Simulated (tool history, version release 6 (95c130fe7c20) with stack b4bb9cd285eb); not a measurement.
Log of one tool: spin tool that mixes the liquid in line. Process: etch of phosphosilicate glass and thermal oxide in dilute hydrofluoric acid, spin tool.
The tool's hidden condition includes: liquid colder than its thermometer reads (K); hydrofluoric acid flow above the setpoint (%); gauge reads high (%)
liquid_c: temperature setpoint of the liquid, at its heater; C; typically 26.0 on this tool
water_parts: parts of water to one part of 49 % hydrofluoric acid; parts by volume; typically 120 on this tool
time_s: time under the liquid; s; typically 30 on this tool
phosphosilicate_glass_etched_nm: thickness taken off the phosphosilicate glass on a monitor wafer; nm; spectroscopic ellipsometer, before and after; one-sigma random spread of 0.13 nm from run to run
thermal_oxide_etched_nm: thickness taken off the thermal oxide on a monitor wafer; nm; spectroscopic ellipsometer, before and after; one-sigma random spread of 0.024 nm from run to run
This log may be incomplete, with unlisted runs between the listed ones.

| run | hour | liquid_c | water_parts | time_s | wafers since the last listed run | hours since the thermometer was replaced | hours since the hydrofluoric acid flow meter was replaced | hours since the gauge calibration | read-back film thickness of the phosphosilicate glass reference wafer, read on the same gauge (nm) | read-back film thickness of the thermal oxide reference wafer, read on the same gauge (nm) | phosphosilicate_glass_etched_nm | thermal_oxide_etched_nm |
|---|---|---|---|---|---|---|---|---|---|---|---|---|
| 1 | 0.0 | 26.0 | 120 | 30 | 0 | 2227.5 | 1991.3 | 323.5 | 110.01 | 30.007 | 20.86 | 1.175 |
| 2 | 49.4 | 26.0 | 120 | 30 | 803 | 2276.9 | 2040.7 | 372.9 | 110.00 | 30.000 | 20.77 | 1.140 |
| 3 | 74.8 | 26.0 | 120 | 30 | 413 | 2302.3 | 2066.1 | 398.3 | 110.00 | 29.999 | 20.98 | 1.105 |
| 4 | 106.4 | 26.0 | 120 | 30 | 514 | 2333.9 | 2097.7 | 429.9 | 110.01 | 30.000 | 20.93 | 1.135 |
| 5 | 145.3 | 26.0 | 120 | 30 | 632 | 2372.8 | 2136.6 | 468.8 | 110.00 | 30.012 | 20.73 | 1.155 |
| 6 | 211.9 | 26.0 | 120 | 30 | 1083 | 2439.4 | 2203.2 | 535.4 | 110.01 | 29.998 | 20.76 | 1.180 |
|  | 233.9 | hydrofluoric acid flow meter replaced |
| 7 | 255.2 | 26.0 | 120 | 35 | 688 | 2482.7 | 21.3 | 578.7 | 109.99 | 29.979 | 22.14 | 1.278 |
|  | 298.8 | thermometer replaced |
| 8 | 320.4 | 26.0 | 120 | 35 | 1044 | 21.6 | 86.5 | 643.9 | 110.01 | 30.013 | 23.96 | 1.322 |
| 9 | 353.5 | 26.0 | 120 | 30 | 538 | 54.7 | 119.6 | 677.0 | 110.01 | 29.982 | 20.78 | 1.131 |
| 10 | 406.8 | 26.0 | 120 | 30 | 867 | 108.0 | 172.9 | 730.3 | 110.00 | 29.989 | 20.79 | 1.149 |
| 11 | 456.4 | 26.0 | 120 | 35 | 806 | 157.6 | 222.5 | 779.9 | 110.00 | 29.981 | 24.14 | 1.383 |
| 12 | 489.5 | 24.5 | 120 | 30 | 538 | 190.7 | 255.6 | 813.0 | 110.00 | 30.024 | 19.48 | 1.086 |
| 13 | 547.3 | 28.5 | 120 | 20 | 940 | 248.5 | 313.4 | 870.8 | 110.01 | 29.994 | 15.18 | 0.837 |
|  | 591.0 | gauge calibrated |
| 14 | 606.1 | 26.0 | 120 | 30 | 956 | 307.3 | 372.2 | 15.1 | 109.99 | 29.995 | 20.75 | 1.135 |
| 15 | 642.1 | 28.0 | 170 | 25 | 585 | 343.3 | 408.2 | 51.1 | 110.02 | 29.994 | 12.45 | 0.681 |
| 16 | 679.6 | 26.0 | 120 | 20 | 610 | 380.8 | 445.7 | 88.6 | 110.01 | 30.008 | 13.66 | 0.782 |
| 17 | 707.8 | 28.5 | 75 | 40 | 458 | 409.0 | 473.9 | 116.8 | 110.00 | 30.001 | 51.58 | 2.949 |
| 18 | 763.4 | 26.0 | 100 | 30 | 904 | 464.6 | 529.5 | 172.4 | 110.01 | 30.034 | 25.84 | 1.424 |
| 19 | 802.7 | 26.0 | 120 | 30 | 639 | 503.9 | 568.8 | 211.7 | 109.99 | 30.026 | 20.56 | 1.141 |
| 20 | 864.5 | 26.0 | 160 | 25 | 1005 | 565.7 | 630.6 | 273.5 | 109.99 | 29.988 | 12.40 | 0.718 |
| 21 | 911.0 | 21.5 | 120 | 15 | 756 | 612.2 | 677.1 | 320.0 | 109.99 | 29.981 | 8.65 | 0.494 |
| 22 | 968.3 | 26.0 | 155 | 45 | 932 | 669.5 | 734.4 | 377.3 | 110.00 | 30.012 | 23.06 | 1.273 |
| 23 | 1010.6 | 26.0 | 120 | 30 | 688 | 711.8 | 776.7 | 419.6 | 109.99 | 29.990 | 20.73 | 1.145 |
| 24 | 1057.9 | 26.0 | 120 | 30 | 769 | 759.1 | 824.0 | 466.9 | 110.00 | 29.966 | 20.67 | 1.183 |
| 25 | 1113.0 | 30.0 | 120 | 30 | 896 | 814.2 | 879.1 | 522.0 | 110.00 | 30.002 | 24.05 | 1.351 |
| 26 | 1154.2 | 26.0 | 140 | 20 | 670 | 855.4 | 920.3 | 563.2 | 109.99 | 29.994 | 11.54 | 0.653 |

For each entry between runs, how does the tool's hidden state at the last listed run before it compare with that at the first listed run after it?
Logged between run 6 and run 7: hydrofluoric acid flow meter replaced (hour 233.9)
  liquid colder than its thermometer reads (K): 2.58 -> 2.62; hydrofluoric acid flow above the setpoint (%): 8.88 -> 0.57
  measured minus no-state result, phosphosilicate_glass_etched_nm: -0.07 -> -2.21 nm; thermal_oxide_etched_nm: -0.004 -> -0.128 nm
Logged between run 7 and run 8: thermometer replaced (hour 298.8)
  liquid colder than its thermometer reads (K): 2.62 -> 0.533; hydrofluoric acid flow above the setpoint (%): 0.57 -> 0.823
  measured minus no-state result, phosphosilicate_glass_etched_nm: -2.21 -> -0.27 nm; thermal_oxide_etched_nm: -0.128 -> -0.015 nm
Logged between run 13 and run 14: gauge calibrated (hour 591.0)
  liquid colder than its thermometer reads (K): 0.758 -> 0.816; hydrofluoric acid flow above the setpoint (%): 1.7 -> 1.93
  measured minus no-state result, phosphosilicate_glass_etched_nm: -0.14 -> -0.20 nm; thermal_oxide_etched_nm: -0.007 -> -0.011 nm
